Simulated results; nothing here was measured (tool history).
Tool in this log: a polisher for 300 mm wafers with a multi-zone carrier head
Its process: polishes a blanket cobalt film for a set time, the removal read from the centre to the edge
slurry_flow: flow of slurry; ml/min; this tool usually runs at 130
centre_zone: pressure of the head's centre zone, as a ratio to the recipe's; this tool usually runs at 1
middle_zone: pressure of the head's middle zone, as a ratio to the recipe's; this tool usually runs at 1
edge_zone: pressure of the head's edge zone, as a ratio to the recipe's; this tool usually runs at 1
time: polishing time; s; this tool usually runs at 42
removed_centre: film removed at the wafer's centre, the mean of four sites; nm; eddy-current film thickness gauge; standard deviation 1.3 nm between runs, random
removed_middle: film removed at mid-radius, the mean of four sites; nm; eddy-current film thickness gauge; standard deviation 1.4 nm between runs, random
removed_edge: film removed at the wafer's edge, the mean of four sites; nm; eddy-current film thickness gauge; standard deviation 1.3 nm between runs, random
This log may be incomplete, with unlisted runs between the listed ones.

run,day,slurry_flow,centre_zone,middle_zone,edge_zone,time,"incoming thickness of the incoming film, nm",removed_centre,removed_middle,removed_edge
1,0,150,1,1,1,42,1052.4,145.7,142.1,143.8
# day 2.792: worn pad replaced by a new one
2,4.296,150,1,1,1,42,1057.7,143.3,144.2,146
3,5.042,150,1,1,1,42,1084.1,144.6,143.1,141.9
4,6.117,130,1,1,1,42,1050.4,138.1,136.4,141
5,7.012,130,1,1,1,42,1047.1,139.3,138.6,139.1
6,7.65,130,1,1,1,42,1075.7,139,140.3,138.5
7,8.217,130,1,1,1,42,1060,139.3,136.9,138.2
8,8.983,130,1,1,1,42,1082.9,135.9,136,140.3
9,9.583,100,1,1,1.09,42,1067.3,125.8,125.9,135.8
10,10.729,95,1,1,1,42,1060,121,123.2,129.1
11,11.992,150,0.9,1,0.89,51,1046.6,150.6,166.1,161.9
# day 12.883: carrier head's membrane replaced by a new one
# day 12.908: edge zone pressure recalibrated
# day 13.604: worn pad replaced by a new one
12,13.625,130,1.11,0.94,1,42,1072,145.6,125.9,136.8
# day 14.775: centre zone pressure recalibrated
# day 16.996: slurry nozzle cleaned
13,17.225,130,1,1,1,42,1060.2,143.4,141.4,141.4
14,18.625,130,1,1,1,42,1045.5,144.2,143.9,142.2
15,19.842,100,1,1,1.09,42,1060.7,132,132.9,141.1
16,21.271,130,0.94,1,1.06,36,1072.6,115.7,120.8,127

What would each run have given without the hidden state, its run-to-run variation left as it was?
The hidden state here: removal rate lost through wear of the pad, %; slurry flow missing at the pad, %; deviation of the centre zone's pressure from its setpoint, %; deviation of the edge zone's pressure from its setpoint, %.
run,removed_centre,removed_middle,removed_edge
1,147.3,143.4,144.8
2,146.3,146.9,148
3,148,146.1,144
4,142.6,140.3,143.8
5,144.5,143.1,142.2
6,144.6,145.3,141.9
7,145.4,142.2,141.9
8,142.6,141.8,144.5
9,134.6,133.4,141.1
10,131.4,132.3,135.3
11,160.3,175.5,168.4
12,159.1,136,144.3
13,143.6,141.6,141.5
14,144.4,144.1,142.4
15,132.4,133.3,141.4
16,116.2,121.2,127.3
